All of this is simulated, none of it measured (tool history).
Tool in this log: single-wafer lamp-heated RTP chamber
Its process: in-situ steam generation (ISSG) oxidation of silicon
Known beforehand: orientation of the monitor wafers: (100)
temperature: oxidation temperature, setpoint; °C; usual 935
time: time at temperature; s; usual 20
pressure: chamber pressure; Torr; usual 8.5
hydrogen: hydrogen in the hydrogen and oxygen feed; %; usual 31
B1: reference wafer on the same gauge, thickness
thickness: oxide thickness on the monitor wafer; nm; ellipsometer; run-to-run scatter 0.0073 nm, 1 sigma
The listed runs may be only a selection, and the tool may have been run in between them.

{"run": 1, "hour": 0.0, "temperature": 935, "time": 20, "pressure": 8, "hydrogen": 31, "B1": 4.42, "thickness": 4.912}
{"run": 2, "hour": 12.9, "temperature": 935, "time": 20, "pressure": 8.5, "hydrogen": 31, "B1": 4.421, "thickness": 4.9}
{"run": 3, "hour": 24.7, "temperature": 935, "time": 20, "pressure": 8.5, "hydrogen": 31, "B1": 4.419, "thickness": 4.912}
{"run": 4, "hour": 36.4, "temperature": 935, "time": 20, "pressure": 8.5, "hydrogen": 31, "B1": 4.418, "thickness": 4.901}
{"run": 5, "hour": 45.4, "temperature": 935, "time": 20, "pressure": 9.7, "hydrogen": 31, "B1": 4.42, "thickness": 4.792}
{"run": 6, "hour": 61.4, "temperature": 935, "time": 20, "pressure": 8.5, "hydrogen": 28, "B1": 4.417, "thickness": 4.796}
{"run": 7, "hour": 77.2, "temperature": 935, "time": 20, "pressure": 8.5, "hydrogen": 28, "B1": 4.419, "thickness": 4.792}
{"run": 8, "hour": 93.5, "temperature": 935, "time": 20, "pressure": 8.5, "hydrogen": 28, "B1": 4.418, "thickness": 4.79}
{"run": 9, "hour": 110.0, "temperature": 935, "time": 20, "pressure": 8.5, "hydrogen": 29, "B1": 4.422, "thickness": 4.843}
{"hour": 118.6, "done": "pyrometer window cleaned and pyrometer calibrated"}
{"run": 10, "hour": 122.0, "temperature": 935, "time": 20, "pressure": 8.5, "hydrogen": 31, "B1": 4.417, "thickness": 4.883}
{"hour": 134.8, "done": "hydrogen flow controller replaced"}
{"run": 11, "hour": 135.3, "temperature": 935, "time": 20, "pressure": 9.9, "hydrogen": 26, "B1": 4.417, "thickness": 4.562}

The next listed run, before its measurement:
{"run": 12, "hour": 145.9, "temperature": 919, "time": 16, "pressure": 8.5, "hydrogen": 31, "B1": "?", "thickness": "?"}

B1: 4.418
thickness: 4.309 nm
Were there no unlogged condition in the tool, this run, its random variation unchanged, would have produced thickness 4.301 nm.

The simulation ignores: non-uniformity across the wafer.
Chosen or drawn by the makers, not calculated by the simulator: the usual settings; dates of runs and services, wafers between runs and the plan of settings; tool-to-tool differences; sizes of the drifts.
